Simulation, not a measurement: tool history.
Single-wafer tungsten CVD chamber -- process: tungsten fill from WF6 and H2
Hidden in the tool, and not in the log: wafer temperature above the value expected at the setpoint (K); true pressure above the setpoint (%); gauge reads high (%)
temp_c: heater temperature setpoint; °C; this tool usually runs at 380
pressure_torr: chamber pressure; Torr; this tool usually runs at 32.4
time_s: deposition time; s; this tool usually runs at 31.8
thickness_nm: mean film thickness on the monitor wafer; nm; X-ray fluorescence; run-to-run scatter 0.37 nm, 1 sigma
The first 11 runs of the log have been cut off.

run,hour,temp_c,pressure_torr,time_s,wafers since the last listed run,hours since the last thermocouple change,hours since the last manometer calibration,hours since the showerhead was replaced,hours since the gauge calibration,"read-back reference wafer on the same gauge, thickness_nm",thickness_nm
12,138.7,393,39.1,31.8,170,1854.2,11.1,3063.6,47.7,61.633,80.352
13,186.4,380,32.4,31.8,812,1901.9,58.8,3111.3,95.4,61.789,55.721
# hour 197.3: showerhead replaced
14,197.8,380,32.4,31.8,57,1913.3,70.2,0.5,106.8,61.795,55.369
15,208.0,380,38.4,28.9,173,1923.5,80.4,10.7,117.0,61.728,55.727
16,220.1,380,25.1,37.1,206,1935.6,92.5,22.8,129.1,61.738,55.580
17,228.7,380,32.4,31.8,146,1944.2,101.1,31.4,137.7,61.673,54.894
18,237.0,380,29.3,25.6,141,1952.5,109.4,39.7,146.0,61.615,42.266
19,246.4,380,38.3,31.8,160,1961.9,118.8,49.1,155.4,61.595,60.513
20,257.4,380,32.4,31.8,187,1972.9,129.8,60.1,166.4,61.762,54.817
21,264.5,390,37.1,29.1,120,1980.0,136.9,67.2,173.5,61.847,67.257
# hour 280.5: thermocouple changed; heater temperature recalibrated
22,281.0,371,32.4,31.8,144,0.5,153.4,83.7,190.0,61.547,51.932
23,290.0,380,36.4,31.8,153,9.5,162.4,92.7,199.0,61.620,67.826
24,298.7,380,32.4,31.8,148,18.2,171.1,101.4,207.7,61.750,63.841
25,309.2,380,32.4,31.8,178,28.7,181.6,111.9,218.2,61.719,63.288
26,320.0,375,28.9,34.2,183,39.5,192.4,122.7,229.0,61.839,57.627
27,329.5,380,32.4,31.8,161,49.0,201.9,132.2,238.5,61.675,62.975
28,344.4,372,32.4,27.9,253,63.9,216.8,147.1,253.4,61.846,47.277
29,357.8,395,35.2,37.2,228,77.3,230.2,160.5,266.8,61.702,106.192
30,375.4,380,32.4,31.8,299,94.9,247.8,178.1,284.4,61.850,63.725
31,382.0,365,27.8,27.9,112,101.5,254.4,184.7,291.0,61.603,36.609
32,393.9,390,32.4,26.8,202,113.4,266.3,196.6,302.9,61.705,65.117
33,403.8,376,29.5,28.0,168,123.3,276.2,206.5,312.8,61.734,48.739

Branching from run 33: 5 alternative next runs. What would each branch give?
A,404.2,380,32.4,31.8,6,123.7,276.6,206.9,313.2,?,?
B,404.2,380,32.4,25.9,6,123.7,276.6,206.9,313.2,?,?
C,404.2,369,27.3,27.9,6,123.7,276.6,206.9,313.2,?,?
D,404.2,380,29.8,33.8,6,123.7,276.6,206.9,313.2,?,?
E,404.2,370,32.4,31.8,6,123.7,276.6,206.9,313.2,?,?

run,"read-back reference wafer on the same gauge, thickness_nm",thickness_nm
A,61.727,63.531
B,61.727,51.701
C,61.727,39.764
D,61.727,64.343
E,61.727,51.273
Stripped of hidden state, with their random variation kept, the same runs would have yielded:
run,thickness_nm
A,62.421
B,50.797
C,39.025
D,63.218
E,50.331
